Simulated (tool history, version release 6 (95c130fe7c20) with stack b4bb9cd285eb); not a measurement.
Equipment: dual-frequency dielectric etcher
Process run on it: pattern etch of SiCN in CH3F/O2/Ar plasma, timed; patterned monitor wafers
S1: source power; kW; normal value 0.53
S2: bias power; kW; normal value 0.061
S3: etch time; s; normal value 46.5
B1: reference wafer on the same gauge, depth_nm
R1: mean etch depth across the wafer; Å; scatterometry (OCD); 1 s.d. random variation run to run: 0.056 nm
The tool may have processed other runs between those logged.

run	hour	S1	S2	S3	B1	R1
1	0	0.53	0.061	46.5	16.61	182.4
2	236.3	0.53	0.061	46.5	16.6	180.7
3	541.9	0.53	0.061	46.5	16.6	183.3
4	590.5	0.53	0.061	42.5	16.6	166.4
5	687.5	0.5	0.065	46.5	16.61	177.5
6	760.2	0.53	0.061	46.5	16.6	179.1
7	826.5	0.53	0.061	46.5	16.61	179
8	869.9	0.53	0.061	46.5	16.62	178.8
9	914.9	0.53	0.061	46.5	16.59	179.5
10	1008.1	0.53	0.061	46.5	16.61	180.3
11	1075.9	0.53	0.061	46.5	16.61	179.3
12	1152.6	0.53	0.061	46.5	16.59	181.7
13	1207.3	0.53	0.073	46.5	16.61	185.8
14	1254.5	0.41	0.049	34	16.61	110.5
15	1297.7	0.48	0.047	56.5	16.59	196.4
16	1356.7	0.53	0.061	46.5	16.59	178.1
17	1437.1	0.53	0.075	39.5	16.6	160.7
18	1647.8	0.43	0.049	46.5	16.6	159.8
19	1741.3	0.53	0.061	46.5	16.61	184
20	1837.4	0.53	0.07	46.5	16.6	188.4
21	1887.3	0.53	0.061	46.5	16.59	181.4
22	1984.5	0.53	0.054	52.5	16.6	199.7
23	2044.1	0.64	0.069	53.5	16.6	234.5
24	2101.2	0.53	0.061	46.5	16.59	182.6
25	2142.1	0.53	0.052	46.5	16.58	176.3
26	2243.9	0.53	0.071	46.5	16.6	190.7
27	2284.9	0.53	0.075	46.5	16.59	193.5
28	2327.6	0.53	0.061	46.5	16.61	183.7
29	2430.9	0.53	0.054	52.5	16.6	198.5
30	2480.7	0.53	0.061	46.5	16.61	181.7

Not shown: 10 entries that the log had between the listed runs. Between which runs, and how does the tool's hidden state differ before and after?
Runs 1 to 2: wet clean of the chamber (hour 59.7); bias power generator calibrated (hour 165.3)
  etch rate over this chamber's usual, %: 1.53 -> 0.724; source power that arrives over what is set, %: -1.78 -> -2.17
  what was measured, less what the result would be without the hidden state, R1: +1.3 -> -0.4 Å
Runs 4 to 5: wet clean of the chamber (hour 687)
  etch rate over this chamber's usual, %: 1.76 -> -0.0206; source power that arrives over what is set, %: -2.83 -> -3.02
  what was measured, less what the result would be without the hidden state, R1: +0.9 -> -2.4 Å
Runs 12 to 13: wet clean of the chamber (hour 1204.1)
  etch rate over this chamber's usual, %: 1.34 -> 0.0511; source power that arrives over what is set, %: -4.02 -> -4.15
  what was measured, less what the result would be without the hidden state, R1: -0.7 -> -3.2 Å
Runs 14 to 15: gauge calibrated (hour 1268.6)
  etch rate over this chamber's usual, %: 0.189 -> 0.315; source power that arrives over what is set, %: -4.26 -> -4.36
  what was measured, less what the result would be without the hidden state, R1: -1.9 -> -3.2 Å
Runs 17 to 18: source power generator calibrated (hour 1544.7)
  etch rate over this chamber's usual, %: 0.721 -> 1.34; source power that arrives over what is set, %: -4.7 -> 0.0322
  what was measured, less what the result would be without the hidden state, R1: -2.1 -> +2.1 Å
Runs 18 to 19: upper electrode replaced (hour 1740.8)
  etch rate over this chamber's usual, %: 1.34 -> 1.61; source power that arrives over what is set, %: 0.0322 -> 0.0239
  what was measured, less what the result would be without the hidden state, R1: +2.1 -> +2.9 Å
Runs 19 to 20: bias power generator calibrated (hour 1785.8); wet clean of the chamber (hour 1836.9)
  etch rate over this chamber's usual, %: 1.61 -> 0.0715; source power that arrives over what is set, %: 0.0239 -> 0.00991
  what was measured, less what the result would be without the hidden state, R1: +2.9 -> +0.1 Å
Runs 28 to 29: wet clean of the chamber (hour 2367.9)
  etch rate over this chamber's usual, %: 1.5 -> 0.12; source power that arrives over what is set, %: -0.147 -> -0.198
  what was measured, less what the result would be without the hidden state, R1: +2.6 -> +0.1 Å

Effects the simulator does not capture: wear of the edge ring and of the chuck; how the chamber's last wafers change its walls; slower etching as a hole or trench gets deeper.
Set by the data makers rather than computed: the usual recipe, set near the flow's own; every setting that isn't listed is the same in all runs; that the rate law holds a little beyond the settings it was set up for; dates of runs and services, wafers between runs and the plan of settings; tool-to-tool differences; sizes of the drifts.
